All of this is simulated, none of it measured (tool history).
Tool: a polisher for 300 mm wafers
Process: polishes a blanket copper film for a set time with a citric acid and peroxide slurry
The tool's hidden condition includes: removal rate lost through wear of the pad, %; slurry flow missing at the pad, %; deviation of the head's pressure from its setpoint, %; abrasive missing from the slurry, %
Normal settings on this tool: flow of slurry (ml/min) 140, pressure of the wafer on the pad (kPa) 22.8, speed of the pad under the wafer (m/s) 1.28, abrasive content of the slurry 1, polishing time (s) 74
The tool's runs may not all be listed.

run   hour  flow of slurry (ml/min)  pressure of the wafer on the pad (kPa)  speed of the pad under the wafer (m/s)  abrasive content of the slurry  polishing time (s)  wafers since the last listed run  wafers polished on this pad  hours since the slurry nozzle was cleaned  hours since the head pressure was calibrated  hours since the slurry blender was calibrated  incoming thickness of the incoming film, nm  film removed (nm)
  1      0                      140                                    22.8                                       1                               1                  55                                 0                          164                                      287.6                                         144.1                                           19.4                                        860.5                140
  2   70.1                      165                                    22.8                                    1.28                               1                  74                               626                          790                                      357.7                                         214.2                                           89.5                                          870                244
  3  137.6                      140                                    22.8                                    1.28                               1                  74                               603                         1394                                      425.2                                         281.7                                            157                                          876              219.1
  4  180.2                      140                                    22.8                                    1.28                               1                  74                               380                         1775                                      467.8                                         324.3                                          199.6                                        867.5              214.9
     184.7  -- worn pad replaced by a new one
  5  205.9                      140                                    22.8                                    1.28                               1                  74                               193                          189                                      493.5                                           350                                          225.3                                        872.2              204.2
     214.7  -- slurry nozzle cleaned
       217  -- head pressure recalibrated
     233.9  -- slurry blender recalibrated
  6  247.3                      140                                    22.8                                    1.28                               1                  74                               325                          515                                       32.6                                          30.3                                           13.4                                        878.2              248.7
  7  300.8                      140                                    22.8                                     1.1                               1                  74                               478                          993                                       86.1                                          83.8                                           66.9                                        873.2              210.8
  8  335.3                      110                                      20                                    1.28                               1                  74                               308                         1301                                      120.6                                         118.3                                          101.4                                        868.8                205
     404.4  -- worn pad replaced by a new one
  9  416.8                      110                                      20                                    1.28                               1                  74                               692                          110                                      202.1                                         199.8                                          182.9                                        865.9              195.1
 10  477.8                      110                                      20                                    1.28                               1                  74                               545                          655                                      263.1                                         260.8                                          243.9                                        873.8              188.5
     493.3  -- slurry blender recalibrated
 11  505.5                      140                                    22.8                                    1.28                             1.2                  74                               229                          885                                      290.8                                         288.5                                           12.2                                        869.2              241.8
     512.1  -- head pressure recalibrated
 12  576.1                      140                                    22.8                                    1.28                             1.1                  74                               613                         1498                                      361.4                                            64                                           82.8                                        868.9              240.2
     606.6  -- worn pad replaced by a new one
     617.7  -- slurry nozzle cleaned
 13  622.4                      105                                    22.8                                    1.58                             1.1                  94                               369                          131                                        4.7                                         110.3                                          129.1                                        872.5              372.9
 14  690.3                      140                                    22.8                                    1.28                               1                  74                               606                          738                                       72.6                                         178.2                                            197                                        876.7              238.1
     716.2  -- slurry blender recalibrated
 15  734.5                      140                                    22.8                                    0.94                               1                  94                               377                         1116                                      116.8                                         222.4                                           18.3                                        861.1              236.2

Run 16 comes next. What will it give?
 16  771.8                      180                                      20                                     1.6                               1                  74                               333                         1449                                      154.1                                         259.7                                           55.6                                        877.5                  ?

film removed (nm): 278.5
Without the tool's hidden state the same run would have given film removed (nm) 283.1.

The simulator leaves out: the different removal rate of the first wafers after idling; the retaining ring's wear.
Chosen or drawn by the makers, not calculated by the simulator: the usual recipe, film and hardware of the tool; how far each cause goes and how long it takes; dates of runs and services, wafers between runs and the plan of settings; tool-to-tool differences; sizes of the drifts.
